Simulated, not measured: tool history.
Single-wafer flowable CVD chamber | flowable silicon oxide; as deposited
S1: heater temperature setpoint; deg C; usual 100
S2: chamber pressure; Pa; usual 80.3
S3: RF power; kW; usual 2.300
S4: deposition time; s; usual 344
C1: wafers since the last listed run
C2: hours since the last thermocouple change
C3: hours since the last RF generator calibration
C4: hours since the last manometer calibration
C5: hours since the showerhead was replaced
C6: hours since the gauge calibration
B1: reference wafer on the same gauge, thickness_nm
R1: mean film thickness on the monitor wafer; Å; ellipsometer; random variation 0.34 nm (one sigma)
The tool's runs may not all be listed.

{"run": 1, "hour": 0.0, "S1": 109, "S2": 80.3, "S3": 2.3, "S4": 344, "C1": 0, "C2": 1627.9, "C3": 1394.2, "C4": 1575.5, "C5": 3880.7, "C6": 220.2, "B1": 152.999, "R1": 1213.29}
{"run": 2, "hour": 19.4, "S1": 100, "S2": 80.3, "S3": 2.3, "S4": 344, "C1": 94, "C2": 1647.3, "C3": 1413.6, "C4": 1594.9, "C5": 3900.1, "C6": 239.6, "B1": 152.948, "R1": 1573.13}
{"run": 3, "hour": 52.2, "S1": 100, "S2": 80.3, "S3": 2.3, "S4": 344, "C1": 159, "C2": 1680.1, "C3": 1446.4, "C4": 1627.7, "C5": 3932.9, "C6": 272.4, "B1": 153.169, "R1": 1571.1}
{"run": 4, "hour": 79.0, "S1": 100, "S2": 80.3, "S3": 2.3, "S4": 304, "C1": 130, "C2": 1706.9, "C3": 1473.2, "C4": 1654.5, "C5": 3959.7, "C6": 299.2, "B1": 152.9, "R1": 1380.69}
{"run": 5, "hour": 97.5, "S1": 100, "S2": 80.3, "S3": 2.3, "S4": 304, "C1": 89, "C2": 1725.4, "C3": 1491.7, "C4": 1673.0, "C5": 3978.2, "C6": 317.7, "B1": 153.15, "R1": 1384.8}
{"run": 6, "hour": 121.7, "S1": 105, "S2": 80.3, "S3": 2.3, "S4": 344, "C1": 117, "C2": 1749.6, "C3": 1515.9, "C4": 1697.2, "C5": 4002.4, "C6": 341.9, "B1": 153.063, "R1": 1353.58}
{"run": 7, "hour": 139.2, "S1": 105, "S2": 80.3, "S3": 2.3, "S4": 344, "C1": 84, "C2": 1767.1, "C3": 1533.4, "C4": 1714.7, "C5": 4019.9, "C6": 359.4, "B1": 152.979, "R1": 1357.47}
{"run": 8, "hour": 166.4, "S1": 105, "S2": 80.3, "S3": 2.3, "S4": 344, "C1": 131, "C2": 1794.3, "C3": 1560.6, "C4": 1741.9, "C5": 4047.1, "C6": 386.6, "B1": 153.064, "R1": 1352.97}
{"run": 9, "hour": 180.0, "S1": 100, "S2": 80.3, "S3": 2.3, "S4": 344, "C1": 65, "C2": 1807.9, "C3": 1574.2, "C4": 1755.5, "C5": 4060.7, "C6": 400.2, "B1": 153.002, "R1": 1572.35}
{"run": 10, "hour": 206.5, "S1": 100, "S2": 80.3, "S3": 2.3, "S4": 292, "C1": 128, "C2": 1834.4, "C3": 1600.7, "C4": 1782.0, "C5": 4087.2, "C6": 426.7, "B1": 153.129, "R1": 1330.13}
{"run": 11, "hour": 235.0, "S1": 100, "S2": 80.3, "S3": 2.3, "S4": 292, "C1": 138, "C2": 1862.9, "C3": 1629.2, "C4": 1810.5, "C5": 4115.7, "C6": 455.2, "B1": 153.117, "R1": 1324.32}
{"hour": 259.5, "done": "showerhead replaced, of another model than before"}
{"run": 12, "hour": 260.0, "S1": 100, "S2": 80.3, "S3": 2.3, "S4": 344, "C1": 82, "C2": 1887.9, "C3": 1654.2, "C4": 1835.5, "C5": 0.5, "C6": 480.2, "B1": 153.008, "R1": 1566.73}
{"run": 13, "hour": 273.8, "S1": 100, "S2": 67.7, "S3": 1.945, "S4": 306, "C1": 66, "C2": 1901.7, "C3": 1668.0, "C4": 1849.3, "C5": 14.3, "C6": 494.0, "B1": 153.088, "R1": 1253.66}
{"hour": 286.1, "done": "thermocouple changed; heater temperature recalibrated"}
{"hour": 296.1, "done": "RF generator calibrated"}
{"run": 14, "hour": 300.8, "S1": 104, "S2": 97.2, "S3": 2.3, "S4": 301, "C1": 53, "C2": 14.7, "C3": 4.7, "C4": 1876.3, "C5": 41.3, "C6": 521.0, "B1": 153.056, "R1": 1414.13}
{"run": 15, "hour": 327.7, "S1": 93, "S2": 86.7, "S3": 2.07, "S4": 344, "C1": 130, "C2": 41.6, "C3": 31.6, "C4": 1903.2, "C5": 68.2, "C6": 547.9, "B1": 153.019, "R1": 2067.36}
{"run": 16, "hour": 343.8, "S1": 100, "S2": 80.3, "S3": 2.45, "S4": 303, "C1": 78, "C2": 57.7, "C3": 47.7, "C4": 1919.3, "C5": 84.3, "C6": 564.0, "B1": 153.034, "R1": 1430.57}
{"run": 17, "hour": 366.5, "S1": 92, "S2": 86.5, "S3": 2.3, "S4": 386, "C1": 110, "C2": 80.4, "C3": 70.4, "C4": 1942.0, "C5": 107.0, "C6": 586.7, "B1": 152.916, "R1": 2387.34}
{"run": 18, "hour": 401.5, "S1": 108, "S2": 86.5, "S3": 2.735, "S4": 411, "C1": 169, "C2": 115.4, "C3": 105.4, "C4": 1977.0, "C5": 142.0, "C6": 621.7, "B1": 153.009, "R1": 1614.06}
{"hour": 439.6, "done": "capacitance manometer re-zeroed and calibrated"}
{"hour": 448.8, "done": "gauge calibrated"}
{"run": 19, "hour": 463.6, "S1": 100, "S2": 80.3, "S3": 2.3, "S4": 344, "C1": 262, "C2": 177.5, "C3": 167.5, "C4": 24.0, "C5": 204.1, "C6": 14.8, "B1": 152.87, "R1": 1611.57}
{"run": 20, "hour": 480.9, "S1": 100, "S2": 80.3, "S3": 2.3, "S4": 344, "C1": 83, "C2": 194.8, "C3": 184.8, "C4": 41.3, "C5": 221.4, "C6": 32.1, "B1": 152.902, "R1": 1614.32}
{"run": 21, "hour": 587.1, "S1": 100, "S2": 80.3, "S3": 2.3, "S4": 344, "C1": 515, "C2": 301.0, "C3": 291.0, "C4": 147.5, "C5": 327.6, "C6": 138.3, "B1": 153.12, "R1": 1604.93}
{"run": 22, "hour": 615.2, "S1": 92, "S2": 99.2, "S3": 2.3, "S4": 344, "C1": 136, "C2": 329.1, "C3": 319.1, "C4": 175.6, "C5": 355.7, "C6": 166.4, "B1": 152.955, "R1": 2308.83}

The tool's hidden state at each run:
delivered RF power above the setpoint (%): 0 in every run
true pressure above the setpoint (%): 0 in every run
gauge reads high (%): 0 in every run
H1: wafer temperature above the value expected at the setpoint (K)
run=1 H1=1.06
run=2 H1=1.08
run=3 H1=1.1
run=4 H1=1.11
run=5 H1=1.12
run=6 H1=1.14
run=7 H1=1.15
run=8 H1=1.16
run=9 H1=1.17
run=10 H1=1.19
run=11 H1=1.2
run=12 H1=1.22
run=13 H1=1.23
run=14 H1=0.119
run=15 H1=0.135
run=16 H1=0.144
run=17 H1=0.158
run=18 H1=0.179
run=19 H1=0.216
run=20 H1=0.226
run=21 H1=0.289
run=22 H1=0.306
